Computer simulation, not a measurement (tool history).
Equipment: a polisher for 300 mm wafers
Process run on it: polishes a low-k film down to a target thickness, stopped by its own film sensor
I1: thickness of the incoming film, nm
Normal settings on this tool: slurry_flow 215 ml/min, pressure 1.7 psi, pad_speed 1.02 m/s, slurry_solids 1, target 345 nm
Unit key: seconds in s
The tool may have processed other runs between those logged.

{"run": 1, "hour": 0.0, "slurry_flow": 215, "pressure": 1.7, "pad_speed": 1.02, "slurry_solids": 1, "target": 345, "I1": 396, "seconds": 123.2}
{"hour": 33.2, "done": "worn pad replaced by a new one"}
{"run": 2, "hour": 33.7, "slurry_flow": 260, "pressure": 1.8, "pad_speed": 1.02, "slurry_solids": 1, "target": 345, "I1": 394.6, "seconds": 109}
{"run": 3, "hour": 62.4, "slurry_flow": 215, "pressure": 1.7, "pad_speed": 0.84, "slurry_solids": 1, "target": 345, "I1": 394.6, "seconds": 133.4}
{"run": 4, "hour": 133.4, "slurry_flow": 215, "pressure": 2.1, "pad_speed": 1.02, "slurry_solids": 1, "target": 345, "I1": 399.8, "seconds": 105.8}
{"hour": 164.7, "done": "worn pad replaced by a new one"}
{"run": 5, "hour": 176.8, "slurry_flow": 215, "pressure": 1.7, "pad_speed": 1.02, "slurry_solids": 1, "target": 345, "I1": 402.5, "seconds": 136.7}
{"hour": 213.2, "done": "conditioning disc replaced and pad reconditioned"}
{"run": 6, "hour": 238.9, "slurry_flow": 215, "pressure": 1.7, "pad_speed": 1.02, "slurry_solids": 1, "target": 345, "I1": 396.8, "seconds": 125.1}
{"hour": 249.3, "done": "head pressure recalibrated"}
{"hour": 296.7, "done": "slurry blender recalibrated"}
{"hour": 298.7, "done": "worn pad replaced by a new one"}
{"run": 7, "hour": 308.2, "slurry_flow": 215, "pressure": 1.7, "pad_speed": 0.88, "slurry_solids": 0.8, "target": 345, "I1": 398.5, "seconds": 145}
{"hour": 320.9, "done": "slurry nozzle cleaned"}
{"run": 8, "hour": 360.8, "slurry_flow": 140, "pressure": 1.9, "pad_speed": 1.26, "slurry_solids": 1, "target": 362, "I1": 395.7, "seconds": 67.1}
{"run": 9, "hour": 410.8, "slurry_flow": 215, "pressure": 1.7, "pad_speed": 1.02, "slurry_solids": 1, "target": 360, "I1": 402.1, "seconds": 97.7}
{"hour": 426.8, "done": "worn pad replaced by a new one"}
{"run": 10, "hour": 445.6, "slurry_flow": 215, "pressure": 1.7, "pad_speed": 1.02, "slurry_solids": 1.1, "target": 345, "I1": 395.9, "seconds": 117.9}
{"hour": 465.2, "done": "conditioning disc replaced and pad reconditioned"}
{"run": 11, "hour": 471.3, "slurry_flow": 215, "pressure": 1.7, "pad_speed": 1.02, "slurry_solids": 1, "target": 345, "I1": 407.9, "seconds": 147.9}
{"run": 12, "hour": 541.1, "slurry_flow": 150, "pressure": 1.2, "pad_speed": 0.92, "slurry_solids": 1.2, "target": 345, "I1": 398.4, "seconds": 189.6}
{"hour": 556.5, "done": "worn pad replaced by a new one"}
{"run": 13, "hour": 586.2, "slurry_flow": 215, "pressure": 1.7, "pad_speed": 0.86, "slurry_solids": 1, "target": 352, "I1": 396.1, "seconds": 115.1}

What will run 14 give?
{"run": 14, "hour": 634.0, "slurry_flow": 215, "pressure": 1.7, "pad_speed": 1.02, "slurry_solids": 1, "target": 345, "I1": 397.5, "seconds": "?"}

{"run 14": {"seconds": 124.9}}
On a tool with no hidden condition, and with the same random variation, this run would have come out at seconds 124.9 s.
